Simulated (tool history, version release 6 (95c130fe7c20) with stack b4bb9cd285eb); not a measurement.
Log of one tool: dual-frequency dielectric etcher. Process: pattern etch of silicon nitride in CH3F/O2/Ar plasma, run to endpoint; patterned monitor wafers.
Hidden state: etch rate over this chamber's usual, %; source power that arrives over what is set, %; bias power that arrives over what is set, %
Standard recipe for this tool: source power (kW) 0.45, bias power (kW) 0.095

run	day	source power (kW)	bias power (kW)	wafers since the last listed run	hours since the last wet clean	hours since the last source power generator calibration	hours since the last bias power generator calibration	hours since the last upper electrode change	incoming incoming film thickness, nm	endpoint time (s)
1	0	0.45	0.095	0	222.1	2261.1	4195.5	2425.2	31.75	42.3
2	0.3	0.45	0.078	99	229.3	2268.3	4202.7	2432.4	31.55	46.8
3	0.638	0.45	0.095	111	237.4	2276.4	4210.8	2440.5	31.37	41.8
4	1.083	0.45	0.095	147	248.1	2287.1	4221.5	2451.2	32.06	42.6
5	1.65	0.45	0.095	187	261.7	2300.7	4235.1	2464.8	31.59	42.2
6	2.383	0.45	0.095	242	279.3	2318.3	4252.7	2482.4	31.66	42.1
7	3.012	0.45	0.085	208	294.4	2333.4	4267.8	2497.5	32.01	45.2
8	3.712	0.45	0.085	231	311.2	2350.2	4284.6	2514.3	31.41	43.9
9	4.279	0.45	0.095	187	324.8	2363.8	4298.2	2527.9	31.94	42.4
10	4.688	0.45	0.095	135	334.6	2373.6	4308	2537.7	31.73	42.2
11	5.329	0.42	0.095	212	350	2389	4323.4	2553.1	31.7	42.8
# day 5.767: source power generator calibrated
12	5.788	0.42	0.095	96	361	0.5	4334.4	2564.1	31.56	42.8
13	6.096	0.45	0.095	102	368.4	7.9	4341.8	2571.5	31.76	41.9
14	6.842	0.45	0.095	246	386.3	25.8	4359.7	2589.4	31.56	41.6
# day 8.392: upper electrode replaced
# day 8.908: wet clean of the chamber
15	8.929	0.4	0.09	189	0.5	75.9	4409.8	12.9	31.29	45.6
16	8.942	0.4	0.09	4	0.8	76.2	4410.1	13.2	31.71	46
17	8.954	0.45	0.112	4	1.1	76.5	4410.4	13.5	31.79	39.8
18	8.971	0.45	0.085	5	1.5	76.9	4410.8	13.9	31.43	45.2
19	9.258	0.49	0.11	95	8.4	83.8	4417.7	20.8	31.65	38.9
20	9.85	0.4	0.108	195	22.6	98	4431.9	35	31.91	42.4
21	10.438	0.54	0.095	194	36.7	112.1	4446	49.1	31.85	40.6
# day 11.054: bias power generator calibrated
22	11.075	0.45	0.095	155	52	127.4	0.5	64.4	31.6	42.8
23	11.321	0.55	0.111	81	57.9	133.3	6.4	70.3	31.66	37.1
24	11.588	0.5	0.095	88	64.3	139.7	12.8	76.7	31.62	41.2
25	12.229	0.38	0.111	212	79.7	155.1	28.2	92.1	31.71	41.9
26	12.638	0.45	0.077	135	89.5	164.9	38	101.9	31.57	47.5
27	13.312	0.4	0.095	223	105.7	181.1	54.2	118.1	31.93	45
28	13.771	0.36	0.095	151	116.7	192.1	65.2	129.1	31.63	45.9
29	14.188	0.48	0.095	137	126.7	202.1	75.2	139.1	31.58	41.5
30	14.738	0.42	0.116	182	139.9	215.3	88.4	152.3	31.44	39.2
31	15.383	0.55	0.089	213	155.4	230.8	103.9	167.8	31.74	41.2
32	16.025	0.45	0.095	212	170.8	246.2	119.3	183.2	31.97	42.9
33	16.538	0.4	0.107	169	183.1	258.5	131.6	195.5	31.59	41.6
34	17.175	0.41	0.102	211	198.4	273.8	146.9	210.8	31.69	42.4
35	17.625	0.34	0.073	148	209.2	284.6	157.7	221.6	31.49	53.2
36	18.117	0.55	0.107	162	221	296.4	169.5	233.4	31.74	37.3

How would selected steps in endpoint time (s) from run to run divide? Give the signed amount a tool lacking its hidden state would still show from settings, what came in and random variation, and the signed amount left for the hidden state, including any gauge scatter that is not in both of the compared results.
Run 14 -> 15: source power (kW) 0.45 -> 0.4, bias power (kW) 0.095 -> 0.09, upper electrode replaced, wet clean of the chamber. endpoint time (s) +4: hidden state +1.3, all else +2.7.
Run 18 -> 19: source power (kW) 0.45 -> 0.49, bias power (kW) 0.085 -> 0.11. endpoint time (s) -6.3: hidden state +0, all else -6.3.
Run 34 -> 35: source power (kW) 0.41 -> 0.34, bias power (kW) 0.102 -> 0.073. endpoint time (s) +10.8: hidden state -0.3, all else +11.1.
Run 35 -> 36: source power (kW) 0.34 -> 0.55, bias power (kW) 0.073 -> 0.107. endpoint time (s) -15.9: hidden state +0.2, all else -16.1.

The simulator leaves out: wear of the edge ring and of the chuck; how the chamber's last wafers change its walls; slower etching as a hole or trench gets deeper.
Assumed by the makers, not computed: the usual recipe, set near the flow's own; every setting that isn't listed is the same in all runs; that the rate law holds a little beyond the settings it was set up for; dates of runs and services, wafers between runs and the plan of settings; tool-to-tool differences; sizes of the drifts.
